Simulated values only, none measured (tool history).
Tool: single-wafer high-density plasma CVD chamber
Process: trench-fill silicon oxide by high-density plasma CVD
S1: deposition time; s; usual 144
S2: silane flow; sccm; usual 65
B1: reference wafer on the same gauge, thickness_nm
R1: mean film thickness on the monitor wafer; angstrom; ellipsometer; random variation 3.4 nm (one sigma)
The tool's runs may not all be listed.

Run 1, hour 0.0: usual settings but S1 160 s, S2 74 sccm; B1 1039.779. Result: R1 12065.50 angstrom.
At hour 57.6: gauge calibrated.
Run 2, hour 61.8: usual settings but S1 160 s, S2 74 sccm; B1 1039.791. Result: R1 12014.74 angstrom.
Run 3, hour 89.9: usual settings but S1 160 s, S2 74 sccm; B1 1040.408. Result: R1 12123.66 angstrom.
Run 4, hour 137.1: usual settings; B1 1040.962. Result: R1 9539.18 angstrom.
Run 5, hour 170.9: usual settings; B1 1039.783. Result: R1 9541.70 angstrom.
Run 6, hour 220.6: usual settings; B1 1039.072. Result: R1 9547.55 angstrom.
Run 7, hour 248.6: usual settings; B1 1039.478. Result: R1 9513.82 angstrom.
Run 8, hour 317.0: usual settings; B1 1041.317. Result: R1 9527.50 angstrom.
Run 9, hour 360.1: usual settings; B1 1040.981. Result: R1 9534.78 angstrom.
Run 10, hour 417.5: usual settings but S2 68 sccm; B1 1038.703. Result: R1 10023.16 angstrom.
Run 11, hour 466.3: usual settings but S2 68 sccm; B1 1040.075. Result: R1 9861.40 angstrom.
Run 12, hour 504.3: usual settings; B1 1039.383. Result: R1 9455.84 angstrom.
Run 13, hour 572.6: usual settings; B1 1040.840. Result: R1 9504.02 angstrom.
Run 14, hour 608.7: usual settings; B1 1039.861. Result: R1 9479.37 angstrom.
Run 15, hour 678.8: usual settings; B1 1041.349. Result: R1 9497.33 angstrom.
Run 16, hour 726.8: usual settings; B1 1039.693. Result: R1 9479.91 angstrom.
Run 17, hour 794.5: usual settings; B1 1039.804. Result: R1 9436.41 angstrom.
Run 18, hour 836.8: usual settings but S2 71 sccm; B1 1040.234. Result: R1 10328.21 angstrom.
Run 19, hour 886.7: usual settings but S1 160 s; B1 1041.078. Result: R1 10523.25 angstrom.
Run 20, hour 956.4: usual settings but S1 160 s; B1 1040.947. Result: R1 10535.89 angstrom.
Run 21, hour 1016.1: usual settings; B1 1039.461. Result: R1 9430.13 angstrom.
Run 22, hour 1068.8: usual settings but S1 162 s, S2 77 sccm; B1 1040.688. Result: R1 12585.11 angstrom.
Run 23, hour 1096.9: usual settings; B1 1039.384. Result: R1 9417.57 angstrom.
At hour 1123.0: gauge calibrated.
Run 24, hour 1145.2: usual settings but S1 115 s, S2 77 sccm; B1 1038.784. Result: R1 8901.00 angstrom.
Run 25, hour 1214.2: usual settings; B1 1040.509. Result: R1 9432.41 angstrom.
Run 26, hour 1284.9: usual settings but S2 60 sccm; B1 1039.927. Result: R1 8620.46 angstrom.
Run 27, hour 1324.7: usual settings but S1 164 s, S2 74 sccm; B1 1040.706. Result: R1 12144.99 angstrom.
At hour 1360.9: silane flow controller replaced.
Run 28, hour 1375.3: usual settings but S1 116 s, S2 74 sccm; B1 1040.786. Result: R1 8886.92 angstrom.
Run 29, hour 1440.0: usual settings but S1 164 s, S2 59 sccm; B1 1038.762. Result: R1 10056.32 angstrom.
Run 30, hour 1494.2: usual settings but S2 55 sccm; B1 1039.661. Result: R1 8213.23 angstrom.
Run 31, hour 1526.2: usual settings; B1 1040.477. Result: R1 9696.09 angstrom.
Run 32, hour 1589.1: usual settings but S1 173 s, S2 60 sccm; B1 1039.422. Result: R1 10706.02 angstrom.
Run 33, hour 1614.3: usual settings but S1 124 s, S2 62 sccm; B1 1040.049. Result: R1 7943.64 angstrom.
Run 34, hour 1672.8: usual settings but S2 59 sccm; B1 1040.067. Result: R1 8783.69 angstrom.
Run 35, hour 1708.1: usual settings but S2 54 sccm; B1 1039.819. Result: R1 8019.25 angstrom.
Run 36, hour 1734.5: usual settings but S1 157 s; B1 1041.104. Result: R1 10586.73 angstrom.
Run 37, hour 1798.2: usual settings but S1 135 s, S2 72 sccm; B1 1039.746. Result: R1 9974.54 angstrom.
Run 38, hour 1839.6: usual settings but S2 76 sccm; B1 1038.467. Result: R1 11287.08 angstrom.
Run 39, hour 1881.8: usual settings but S1 160 s, S2 74 sccm; B1 1040.362. Result: R1 12157.67 angstrom.
Run 40, hour 1924.6: usual settings but S1 167 s, S2 71 sccm; B1 1040.165. Result: R1 12221.91 angstrom.
Run 41, hour 1956.9: usual settings; B1 1038.955. Result: R1 9665.25 angstrom.
Run 42, hour 2006.3: usual settings but S1 156 s; B1 1038.168. Result: R1 10362.14 angstrom.
Run 43, hour 2053.8: usual settings but S1 164 s, S2 58 sccm; B1 1041.435. Result: R1 9805.60 angstrom.
Run 44, hour 2090.5: usual settings but S1 153 s, S2 53 sccm; B1 1040.355. Result: R1 8328.39 angstrom.
Run 45, hour 2130.9: usual settings but S1 154 s; B1 1039.994. Result: R1 10282.28 angstrom.

The tool's hidden state at each run:
gauge reads high (%): 0 in every run
H1: delivered silane flow above the setpoint (%)
run       H1
  1    -1.58
  2    -1.67
  3    -1.71
  4    -1.78
  5    -1.83
  6     -1.9
  7    -1.94
  8    -2.04
  9     -2.1
 10    -2.19
 11    -2.26
 12    -2.31
 13    -2.41
 14    -2.46
 15    -2.56
 16    -2.63
 17    -2.73
 18    -2.79
 19    -2.86
 20    -2.96
 21    -3.05
 22    -3.12
 23    -3.16
 24    -3.23
 25    -3.33
 26    -3.44
 27    -3.49
 28  -0.0534
 29   -0.147
 30   -0.225
 31   -0.271
 32   -0.362
 33   -0.398
 34   -0.482
 35   -0.533
 36   -0.571
 37   -0.663
 38   -0.723
 39   -0.784
 40   -0.845
 41   -0.892
 42   -0.963
 43    -1.03
 44    -1.08
 45    -1.14
